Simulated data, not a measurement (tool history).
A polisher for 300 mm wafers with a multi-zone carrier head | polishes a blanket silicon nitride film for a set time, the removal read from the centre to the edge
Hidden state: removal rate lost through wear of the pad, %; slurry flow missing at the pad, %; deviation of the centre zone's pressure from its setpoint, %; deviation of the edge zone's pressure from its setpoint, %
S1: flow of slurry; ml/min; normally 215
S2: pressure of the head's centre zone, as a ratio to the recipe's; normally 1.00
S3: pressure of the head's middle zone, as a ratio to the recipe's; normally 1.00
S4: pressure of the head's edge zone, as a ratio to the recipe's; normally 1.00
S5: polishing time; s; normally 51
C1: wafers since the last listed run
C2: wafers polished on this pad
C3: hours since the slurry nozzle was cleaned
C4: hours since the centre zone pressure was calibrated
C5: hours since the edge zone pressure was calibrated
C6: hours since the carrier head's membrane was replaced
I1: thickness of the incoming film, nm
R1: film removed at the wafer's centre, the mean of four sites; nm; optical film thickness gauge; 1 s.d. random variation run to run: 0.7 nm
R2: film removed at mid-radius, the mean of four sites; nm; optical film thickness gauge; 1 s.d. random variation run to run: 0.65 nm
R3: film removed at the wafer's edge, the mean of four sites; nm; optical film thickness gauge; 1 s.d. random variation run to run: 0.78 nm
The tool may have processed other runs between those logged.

run    hour   S1    S2    S3    S4  S5    C1    C2     C3     C4     C5      C6     I1    R1    R2    R3
  1     0.0  215  1.00  1.00  1.00  51     0  1740  425.3  446.0   74.2  1039.5  375.6  61.3  58.2  59.3
  2    49.8  215  1.00  0.94  1.00  51   435  2176  475.1  495.8  124.0  1089.3  370.4  60.1  55.5  57.7
  3    96.9  215  1.04  0.89  1.09  36   411  2588  522.2  542.9  171.1  1136.4  374.8  43.5  36.8  41.2
      127.5  -- slurry nozzle cleaned
  4   143.9  285  1.10  1.08  0.93  51   402  2990   16.4  589.9  218.1  1183.4  373.0  66.0  60.9  55.6
  5   208.6  215  1.11  1.10  1.00  51   565  3556   81.1  654.6  282.8  1248.1  368.6  64.7  60.4  55.0
  6   306.7  215  1.00  1.00  1.00  51   858  4414  179.2  752.7  380.9  1346.2  368.9  57.1  54.3  53.0
      312.7  -- worn pad replaced by a new one
  7   355.4  215  1.00  1.00  1.00  51   390   373  227.9  801.4  429.6  1394.9  370.4  62.8  60.5  61.6
  8   422.1  185  1.00  1.00  1.11  51   583   956  294.6  868.1  496.3  1461.6  368.2  60.2  58.9  61.2
      482.1  -- edge zone pressure recalibrated
  9   519.7  215  1.00  0.95  1.00  39   836  1793  392.2  965.7   37.6  1559.2  368.0  46.5  43.0  44.7
      606.1  -- carrier head's membrane replaced by a new one
      654.0  -- slurry nozzle cleaned
      672.8  -- centre zone pressure recalibrated
 10   689.4  215  1.00  1.00  1.00  51  1414  3207   35.4   16.6  207.3    83.3  374.6  57.9  57.3  54.2
 11   758.6  215  1.00  1.00  1.00  51   605  3812  104.6   85.8  276.5   152.5  374.0  56.4  55.6  56.8
 12   797.2  160  1.00  1.00  1.09  51   337  4150  143.2  124.4  315.1   191.1  375.6  56.6  53.4  56.0
      848.4  -- worn pad replaced by a new one
 13   889.7  215  1.00  1.06  1.04  51   774   361  235.7  216.9  407.6   283.6  373.5  63.5  63.3  59.8
 14   969.2  170  0.96  1.00  1.04  59   695  1057  315.2  296.4  487.1   363.1  369.5  66.5  68.0  69.2
      972.1  -- edge zone pressure recalibrated
 15  1040.5  275  0.92  1.00  1.00  51   606  1663  386.5  367.7   68.4   434.4  373.8  57.5  59.0  58.5
 16  1107.3  215  1.00  1.00  1.00  57   584  2247  453.3  434.5  135.2   501.2  370.6  66.0  64.7  64.0
 17  1145.7  195  1.00  1.00  1.00  51   335  2583  491.7  472.9  173.6   539.6  367.7  59.7  57.0  55.9
     1199.1  -- slurry nozzle cleaned
 18  1245.2  215  1.03  0.95  0.96  46   861  3444   46.1  572.4  273.1   639.1  368.0  53.9  48.8  49.4
 19  1314.7  285  0.94  1.00  1.00  57   607  4052  115.6  641.9  342.6   708.6  368.0  61.4  62.2  62.9
     1380.1  -- worn pad replaced by a new one
 20  1389.8  215  1.00  0.93  1.00  68   621    84  190.7  717.0  417.7   783.7  366.2  81.8  75.4  79.4
 21  1476.6  255  0.93  1.00  1.00  51   759   843  277.5  803.8  504.5   870.5  371.3  57.6  60.1  58.1

The tool's hidden state at each run:
slurry flow missing at the pad, %: 0 across all the runs
deviation of the centre zone's pressure from its setpoint, %: 0 across all the runs
deviation of the edge zone's pressure from its setpoint, %: 0 across all the runs
H1: removal rate lost through wear of the pad, %
run     H1
  1   4.46
  2   5.51
  3   6.51
  4   7.51
  5   8.89
  6     11
  7   1.01
  8   2.42
  9   4.49
 10    8.1
 11   9.57
 12   10.4
 13  0.972
 14   2.66
 15   4.17
 16   5.59
 17   6.41
 18   8.52
 19     10
 20   2.12
 21   3.96
